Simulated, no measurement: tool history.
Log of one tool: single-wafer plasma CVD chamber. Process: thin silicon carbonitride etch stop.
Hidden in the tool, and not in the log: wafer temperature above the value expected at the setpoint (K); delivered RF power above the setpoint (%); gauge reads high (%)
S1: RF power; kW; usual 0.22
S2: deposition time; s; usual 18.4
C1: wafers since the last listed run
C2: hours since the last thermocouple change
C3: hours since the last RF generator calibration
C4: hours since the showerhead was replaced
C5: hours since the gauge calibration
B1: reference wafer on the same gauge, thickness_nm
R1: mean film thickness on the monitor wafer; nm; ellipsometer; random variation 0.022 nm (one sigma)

| run | hour | S1 | S2 | C1 | C2 | C3 | C4 | C5 | B1 | R1 |
|---|---|---|---|---|---|---|---|---|---|---|
| 1 | 0 | 0.19 | 18.4 | 0 | 516.7 | 1270.4 | 4811.7 | 102.5 | 11.594 | 9.844 |
| 2 | 29.1 | 0.19 | 18.4 | 408 | 545.8 | 1299.5 | 4840.8 | 131.6 | 11.607 | 9.85 |
| 3 | 59.7 | 0.22 | 18.4 | 429 | 576.4 | 1330.1 | 4871.4 | 162.2 | 11.61 | 10.395 |
| 4 | 123.1 | 0.22 | 18.4 | 890 | 639.8 | 1393.5 | 4934.8 | 225.6 | 11.599 | 10.355 |
| 5 | 185.3 | 0.22 | 18.4 | 873 | 702 | 1455.7 | 4997 | 287.8 | 11.593 | 10.37 |
| 6 | 222 | 0.22 | 18.4 | 515 | 738.7 | 1492.4 | 5033.7 | 324.5 | 11.597 | 10.351 |
| 7 | 350.7 | 0.22 | 18.4 | 1807 | 867.4 | 1621.1 | 5162.4 | 453.2 | 11.609 | 10.365 |
| 8 | 382.4 | 0.22 | 18.4 | 445 | 899.1 | 1652.8 | 5194.1 | 484.9 | 11.598 | 10.331 |
|  | 422.5 | showerhead replaced |
| 9 | 440.9 | 0.2 | 20.3 | 709 | 957.6 | 1711.3 | 18.4 | 543.4 | 11.602 | 11.046 |

Run 10 comes next. What will it give?
| 10 | 489.7 | 0.21 | 16.5 | 685 | 1006.4 | 1760.1 | 67.2 | 592.2 | ? | ? |

{"run 10": {"B1": 11.606, "R1": 9.078}}
Without the tool's hidden state the same run would have given R1 9.313 nm.

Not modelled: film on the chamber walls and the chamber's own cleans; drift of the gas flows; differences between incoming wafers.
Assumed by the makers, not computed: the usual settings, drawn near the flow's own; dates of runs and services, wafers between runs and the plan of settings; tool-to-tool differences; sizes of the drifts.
